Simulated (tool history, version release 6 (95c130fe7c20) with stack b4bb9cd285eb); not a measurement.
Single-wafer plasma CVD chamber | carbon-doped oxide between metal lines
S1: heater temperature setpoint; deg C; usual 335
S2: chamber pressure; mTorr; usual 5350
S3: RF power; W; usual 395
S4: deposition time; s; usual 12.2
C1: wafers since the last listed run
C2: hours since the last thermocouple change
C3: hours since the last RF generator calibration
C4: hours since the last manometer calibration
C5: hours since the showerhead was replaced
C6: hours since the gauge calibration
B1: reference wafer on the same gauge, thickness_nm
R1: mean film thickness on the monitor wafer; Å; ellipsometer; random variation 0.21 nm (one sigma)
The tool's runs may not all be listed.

run    hour   S1    S2   S3    S4    C1      C2      C3      C4      C5      C6      B1      R1
  1       0  335  5350  430  12.2     0  1013.9  1054.1   412.5  7000.1   296.3  51.393  661.39
       23.4  -- thermocouple changed; heater temperature recalibrated
  2    28.3  335  5350  430  12.2   558     4.9  1082.4   440.8  7028.4   324.6  51.389  658.04
  3    67.7  335  5350  395  12.2  1083    44.3  1121.8   480.2  7067.8     364  51.328  611.08
  4   100.2  335  5350  395  12.2   893    76.8  1154.3   512.7  7100.3   396.5  51.291  612.28
  5   147.5  335  5350  395  12.2  1300   124.1  1201.6     560  7147.6   443.8  51.253  609.34
  6     187  335  5350  395  12.2  1085   163.6  1241.1   599.5  7187.1   483.3   51.24  611.72
  7   242.2  342  5350  395  13.9  1517   218.8  1296.3   654.7  7242.3   538.5  51.158  679.78
  8   377.4  335  5350  395  12.2  3716     354  1431.5   789.9  7377.5   673.7  51.075  608.52
  9     436  335  5350  395  12.2  1610   412.6  1490.1   848.5  7436.1   732.3  51.025  604.38
      474.9  -- showerhead replaced
 10   483.9  335  5350  395  13.2  1096   460.5    1538   896.4       9   780.2  50.988  654.26
      493.9  -- RF generator calibrated
 11     551  335  5350  395  12.2  1624   527.6    57.1   963.5    76.1   847.3  50.971  606.02
 12   593.9  335  5350  395  12.2  1179   570.5     100  1006.4     119   890.2  50.916  600.07
 13   660.1  335  5350  395  12.2  1819   636.7   166.2  1072.6   185.2   956.4  50.808  602.96
 14   728.5  335  5350  395  12.2  1880   705.1   234.6    1141   253.6  1024.8  50.786  605.14
 15   760.4  335  5350  395  12.9   876     737   266.5  1172.9   285.5  1056.7  50.758  636.52
 16   811.6  350  6600  330   9.9  1407   788.2   317.7  1224.1   336.7  1107.9  50.715  398.58
      822.6  -- capacitance manometer re-zeroed and calibrated
 17   843.6  335  5350  345  10.5   659   820.2   349.7      21   368.7  1139.9  50.673  452.78
 18     888  335  4970  395  13.7  1220   864.6   394.1    65.4   413.1  1184.3   50.68  669.13
 19   938.8  341  6570  345  12.2  1396   915.4   444.9   116.2   463.9  1235.1  50.637  529.73
      961.3  -- thermocouple changed; heater temperature recalibrated
      992.8  -- gauge calibrated
 20    1008  335  5350  395  12.2  1682    46.7   514.1   185.4   533.1    15.2   51.75   617.5
 21  1037.9  345  5350  395  12.2   821    76.6     544   215.3     563    45.1  51.758  591.41
 22  1066.3  320  4090  325  14.2   780     105   572.4   243.7   591.4    73.5  51.698  594.89
 23  1116.5  335  5350  395  13.2  1380   155.2   622.6   293.9   641.6   123.7  51.658  663.37
 24  1172.7  335  5350  395  12.2  1544   211.4   678.8   350.1   697.8   179.9  51.566  615.53
 25  1220.2  335  5350  320  12.2  1305   258.9   726.3   397.6   745.3   227.4  51.571  490.08
 26  1274.9  335  5350  395  12.2  1503   313.6     781   452.3     800   282.1  51.529  613.15
 27  1309.3  335  5350  395  12.2   945     348   815.4   486.7   834.4   316.5  51.538  610.64
 28  1355.7  335  5350  395  10.8  1275   394.4   861.8   533.1   880.8   362.9  51.456  542.84
 29  1405.8  335  4330  455  12.2  1377   444.5   911.9   583.2   930.9     413  51.409  671.41

3 ways to go on from here, each from the tool as it stands after run 29. What would each give?
  A  1406.2  335  5350  395  12.2  10  444.9  912.3  583.6  931.3  413.4   ?   ?
  B  1406.2  335  5980  395  12.2  10  444.9  912.3  583.6  931.3  413.4   ?   ?
  C  1406.2  335  4520  475  11.2  10  444.9  912.3  583.6  931.3  413.4   ?   ?

run      B1      R1
  A  51.384  606.25
  B  51.384  614.22
  C  51.384     641
Without the tool's hidden state the same runs would have given:
run      R1
  A  608.46
  B  616.45
  C  643.33
